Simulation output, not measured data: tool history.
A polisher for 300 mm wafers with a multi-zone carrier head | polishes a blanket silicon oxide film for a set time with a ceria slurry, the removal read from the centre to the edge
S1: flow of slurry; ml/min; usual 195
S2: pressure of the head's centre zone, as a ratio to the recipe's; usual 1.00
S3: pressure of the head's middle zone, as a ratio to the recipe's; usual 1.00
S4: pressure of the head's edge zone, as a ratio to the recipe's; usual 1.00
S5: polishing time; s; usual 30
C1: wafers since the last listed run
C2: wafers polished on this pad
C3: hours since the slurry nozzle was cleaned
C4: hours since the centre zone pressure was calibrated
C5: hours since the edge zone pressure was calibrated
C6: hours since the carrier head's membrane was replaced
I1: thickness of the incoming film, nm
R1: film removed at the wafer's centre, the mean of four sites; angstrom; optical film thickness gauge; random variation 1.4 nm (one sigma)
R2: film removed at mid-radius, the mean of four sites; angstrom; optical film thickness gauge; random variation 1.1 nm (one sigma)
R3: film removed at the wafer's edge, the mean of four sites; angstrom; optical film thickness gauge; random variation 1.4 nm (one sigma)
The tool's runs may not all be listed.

run,hour,S1,S2,S3,S4,S5,C1,C2,C3,C4,C5,C6,I1,R1,R2,R3
1,0.0,195,1.00,1.08,1.00,36,0,781,558.0,56.1,8.7,82.4,749.2,1242,1376,1262
# hour 55.8: worn pad replaced by a new one
2,56.3,195,1.00,1.00,1.00,30,569,5,614.3,112.4,65.0,138.7,774.1,1017,1002,1022
3,60.3,195,1.00,1.00,1.00,30,43,48,618.3,116.4,69.0,142.7,759.4,1011,996,1047
4,76.9,260,1.00,1.09,1.00,30,180,229,634.9,133.0,85.6,159.3,764.1,1073,1192,1083
5,130.5,155,1.00,1.00,1.00,30,583,812,688.5,186.6,139.2,212.9,761.7,915,914,971
6,147.2,250,0.88,1.00,1.00,35,181,994,705.2,203.3,155.9,229.6,754.5,1132,1211,1234
7,155.1,230,1.00,1.00,1.00,36,85,1080,713.1,211.2,163.8,237.5,755.7,1196,1223,1263
8,171.7,195,1.07,1.09,1.00,30,180,1261,729.7,227.8,180.4,254.1,755.5,990,1050,988
# hour 177.6: worn pad replaced by a new one
9,185.7,150,1.00,0.92,1.00,30,108,87,743.7,241.8,194.4,268.1,759.3,866,794,927
10,195.4,145,0.93,0.90,1.00,38,105,193,753.4,251.5,204.1,277.8,767.4,1007,944,1169
# hour 210.6: slurry nozzle cleaned
11,212.7,195,1.00,1.00,1.00,30,177,370,2.1,268.8,221.4,295.1,751.3,1071,1103,1097
12,225.4,195,1.00,1.00,1.00,30,138,509,14.8,281.5,234.1,307.8,761.6,1101,1100,1088
13,233.6,240,0.92,1.07,1.07,30,89,598,23.0,289.7,242.3,316.0,764.8,1093,1212,1142
14,249.3,195,0.95,1.00,1.00,30,170,769,38.7,305.4,258.0,331.7,751.4,1048,1091,1083
15,262.8,195,0.92,0.97,1.00,30,146,916,52.2,318.9,271.5,345.2,764.2,1062,1052,1071
16,280.4,195,1.00,1.00,1.00,30,191,1107,69.8,336.5,289.1,362.8,758.9,1103,1071,1093
# hour 286.6: worn pad replaced by a new one
17,297.0,135,0.89,1.00,0.95,30,137,113,86.4,353.1,305.7,379.4,757.5,935,993,1023
18,316.6,240,1.06,0.88,1.07,30,213,326,106.0,372.7,325.3,399.0,765.1,1168,954,1123
19,330.6,195,1.00,1.00,1.00,30,152,478,120.0,386.7,339.3,413.0,762.9,1134,1057,1079
20,343.4,150,1.12,1.00,1.00,30,139,618,132.8,399.5,352.1,425.8,752.6,1130,1042,1038
21,350.6,225,1.00,1.00,0.93,37,78,696,140.0,406.7,359.3,433.0,759.7,1397,1352,1294

Hidden state or all else? Some run-to-run changes of R1, split into what the settings, what came in and random variation would give without the hidden state, and what is left for the hidden state (with any gauge scatter that isn't in both results):
The hidden state here: removal rate lost through wear of the pad, %; slurry flow missing at the pad, %; deviation of the centre zone's pressure from its setpoint, %; deviation of the edge zone's pressure from its setpoint, %.
Run 4 -> 5: S1 260 -> 155, S3 1.09 -> 1.00. R1 -158 angstrom: hidden state -75, all else -83.
Run 10 -> 11: S1 145 -> 195, S2 0.93 -> 1.00, S3 0.90 -> 1.00, S5 38 -> 30, slurry nozzle cleaned. R1 +64 angstrom: hidden state +247, all else -183.
Run 17 -> 18: S1 135 -> 240, S2 0.89 -> 1.06, S3 1.00 -> 0.88, S4 0.95 -> 1.07. R1 +233 angstrom: hidden state +1, all else +232.
Run 20 -> 21: S1 150 -> 225, S2 1.12 -> 1.00, S4 1.00 -> 0.93, S5 30 -> 37. R1 +267 angstrom: hidden state +1, all else +266.
